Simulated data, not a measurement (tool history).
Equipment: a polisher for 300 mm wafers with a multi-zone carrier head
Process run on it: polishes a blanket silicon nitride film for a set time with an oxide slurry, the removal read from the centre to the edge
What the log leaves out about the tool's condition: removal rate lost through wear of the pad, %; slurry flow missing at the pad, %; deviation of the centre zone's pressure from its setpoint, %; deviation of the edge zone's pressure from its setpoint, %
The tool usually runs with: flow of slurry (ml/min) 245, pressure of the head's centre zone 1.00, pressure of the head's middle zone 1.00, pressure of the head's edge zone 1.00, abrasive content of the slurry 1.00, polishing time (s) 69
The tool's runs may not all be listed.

| run | day | flow of slurry (ml/min) | pressure of the head's centre zone | pressure of the head's middle zone | pressure of the head's edge zone | abrasive content of the slurry | polishing time (s) | wafers since the last listed run | wafers polished on this pad | hours since the slurry nozzle was cleaned | hours since the centre zone pressure was calibrated | hours since the edge zone pressure was calibrated | hours since the carrier head's membrane was replaced | incoming thickness of the incoming film, nm | film removed at the wafer's centre (Å) | film removed at mid-radius (Å) | film removed at the wafer's edge (Å) |
|---|---|---|---|---|---|---|---|---|---|---|---|---|---|---|---|---|---|
| 1 | 0.000 | 245 | 1.00 | 1.00 | 1.00 | 1.00 | 69 | 0 | 1680 | 512.2 | 597.9 | 431.4 | 1091.4 | 599.5 | 209 | 223 | 225 |
|  | 0.362 | carrier head's membrane replaced by a new one |
| 2 | 2.150 | 245 | 1.00 | 1.00 | 1.00 | 1.00 | 69 | 392 | 2072 | 563.8 | 649.5 | 483.0 | 42.9 | 611.9 | 205 | 225 | 222 |
| 3 | 5.288 | 245 | 1.00 | 1.00 | 1.05 | 1.15 | 69 | 633 | 2706 | 639.1 | 724.8 | 558.3 | 118.2 | 606.9 | 226 | 243 | 250 |
|  | 8.088 | centre zone pressure recalibrated |
| 4 | 9.642 | 245 | 1.00 | 1.00 | 1.05 | 1.15 | 69 | 862 | 3569 | 743.6 | 37.3 | 662.8 | 222.7 | 618.2 | 241 | 238 | 248 |
| 5 | 12.929 | 245 | 1.00 | 1.00 | 1.00 | 1.00 | 69 | 664 | 4233 | 822.5 | 116.2 | 741.7 | 301.6 | 607.7 | 219 | 221 | 221 |
|  | 13.112 | worn pad replaced by a new one |
|  | 15.879 | slurry nozzle cleaned |
| 6 | 16.775 | 245 | 1.00 | 1.00 | 1.00 | 1.00 | 69 | 734 | 731 | 21.5 | 208.5 | 834.0 | 393.9 | 611.6 | 227 | 228 | 230 |
| 7 | 18.358 | 245 | 1.00 | 1.00 | 1.12 | 1.00 | 69 | 319 | 1051 | 59.5 | 246.5 | 872.0 | 431.9 | 609.9 | 222 | 231 | 242 |
|  | 21.688 | edge zone pressure recalibrated |
| 8 | 21.938 | 245 | 1.00 | 1.00 | 1.00 | 1.00 | 69 | 706 | 1757 | 145.4 | 332.4 | 6.0 | 517.8 | 609.3 | 218 | 226 | 225 |
| 9 | 25.050 | 245 | 0.94 | 1.00 | 1.00 | 1.00 | 69 | 628 | 2386 | 220.1 | 407.1 | 80.7 | 592.5 | 608.5 | 206 | 229 | 224 |
| 10 | 27.304 | 245 | 0.90 | 1.10 | 0.91 | 1.00 | 77 | 455 | 2841 | 274.2 | 461.2 | 134.8 | 646.6 | 608.3 | 214 | 272 | 237 |
| 11 | 29.779 | 245 | 1.00 | 1.00 | 1.00 | 1.00 | 69 | 500 | 3341 | 333.6 | 520.6 | 194.2 | 706.0 | 601.5 | 212 | 224 | 225 |
| 12 | 33.725 | 245 | 1.00 | 1.00 | 1.00 | 1.00 | 69 | 797 | 4139 | 428.3 | 615.3 | 288.9 | 800.7 | 603.8 | 211 | 224 | 222 |
| 13 | 36.196 | 175 | 1.00 | 1.00 | 1.00 | 1.00 | 69 | 499 | 4638 | 487.6 | 674.6 | 348.2 | 860.0 | 617.8 | 205 | 216 | 218 |
|  | 37.954 | centre zone pressure recalibrated |
|  | 38.025 | worn pad replaced by a new one |
| 14 | 38.079 | 245 | 0.95 | 1.00 | 1.00 | 1.00 | 69 | 349 | 10 | 532.8 | 3.0 | 393.4 | 905.2 | 608.5 | 216 | 222 | 220 |
| 15 | 42.008 | 245 | 1.00 | 1.00 | 1.00 | 1.25 | 69 | 793 | 804 | 627.1 | 97.3 | 487.7 | 999.5 | 605.7 | 247 | 248 | 251 |
| 16 | 44.188 | 270 | 1.00 | 1.00 | 1.00 | 1.00 | 78 | 440 | 1245 | 679.4 | 149.6 | 540.0 | 1051.8 | 612.2 | 253 | 255 | 251 |
|  | 44.838 | carrier head's membrane replaced by a new one |
| 17 | 45.829 | 220 | 1.00 | 1.05 | 1.09 | 0.80 | 69 | 289 | 1534 | 718.8 | 189.0 | 579.4 | 23.8 | 618.6 | 182 | 192 | 192 |
|  | 50.450 | slurry nozzle cleaned |
| 18 | 57.892 | 285 | 1.00 | 1.00 | 1.00 | 1.00 | 69 | 2428 | 3963 | 178.6 | 478.5 | 868.9 | 313.3 | 613.0 | 219 | 229 | 228 |
| 19 | 61.112 | 245 | 1.00 | 1.00 | 1.00 | 1.00 | 69 | 650 | 4614 | 255.9 | 555.8 | 946.2 | 390.6 | 610.8 | 216 | 223 | 225 |
|  | 63.554 | worn pad replaced by a new one |
| 20 | 65.075 | 245 | 1.08 | 0.94 | 1.06 | 1.00 | 51 | 766 | 307 | 351.0 | 650.9 | 1041.3 | 485.7 | 618.6 | 171 | 156 | 170 |
|  | 67.408 | edge zone pressure recalibrated |
|  | 67.754 | centre zone pressure recalibrated |
| 21 | 74.296 | 245 | 0.90 | 1.00 | 1.09 | 1.00 | 83 | 1829 | 2136 | 572.3 | 157.0 | 165.3 | 707.0 | 608.6 | 241 | 266 | 277 |

Predict each of these 4 candidate next runs independently; none follows another, all start after run 21:
| A | 74.312 | 245 | 1.00 | 1.00 | 1.00 | 1.00 | 69 | 3 | 2140 | 572.7 | 157.4 | 165.7 | 707.4 | 618.1 | ? | ? | ? |
| B | 74.312 | 245 | 1.00 | 1.00 | 1.00 | 1.00 | 88 | 3 | 2140 | 572.7 | 157.4 | 165.7 | 707.4 | 618.1 | ? | ? | ? |
| C | 74.312 | 300 | 1.00 | 0.90 | 0.94 | 1.00 | 69 | 3 | 2140 | 572.7 | 157.4 | 165.7 | 707.4 | 618.1 | ? | ? | ? |
| D | 74.312 | 245 | 1.00 | 1.00 | 0.89 | 1.25 | 58 | 3 | 2140 | 572.7 | 157.4 | 165.7 | 707.4 | 618.1 | ? | ? | ? |

| run | film removed at the wafer's centre (Å) | film removed at mid-radius (Å) | film removed at the wafer's edge (Å) |
|---|---|---|---|
| A | 220 | 223 | 221 |
| B | 281 | 285 | 282 |
| C | 225 | 208 | 218 |
| D | 211 | 214 | 200 |
The same runs, with their run-to-run variation unchanged, on a tool lacking any hidden condition would have given:
| run | film removed at the wafer's centre (Å) | film removed at mid-radius (Å) | film removed at the wafer's edge (Å) |
|---|---|---|---|
| A | 235 | 232 | 228 |
| B | 299 | 296 | 291 |
| C | 238 | 216 | 224 |
| D | 224 | 222 | 207 |

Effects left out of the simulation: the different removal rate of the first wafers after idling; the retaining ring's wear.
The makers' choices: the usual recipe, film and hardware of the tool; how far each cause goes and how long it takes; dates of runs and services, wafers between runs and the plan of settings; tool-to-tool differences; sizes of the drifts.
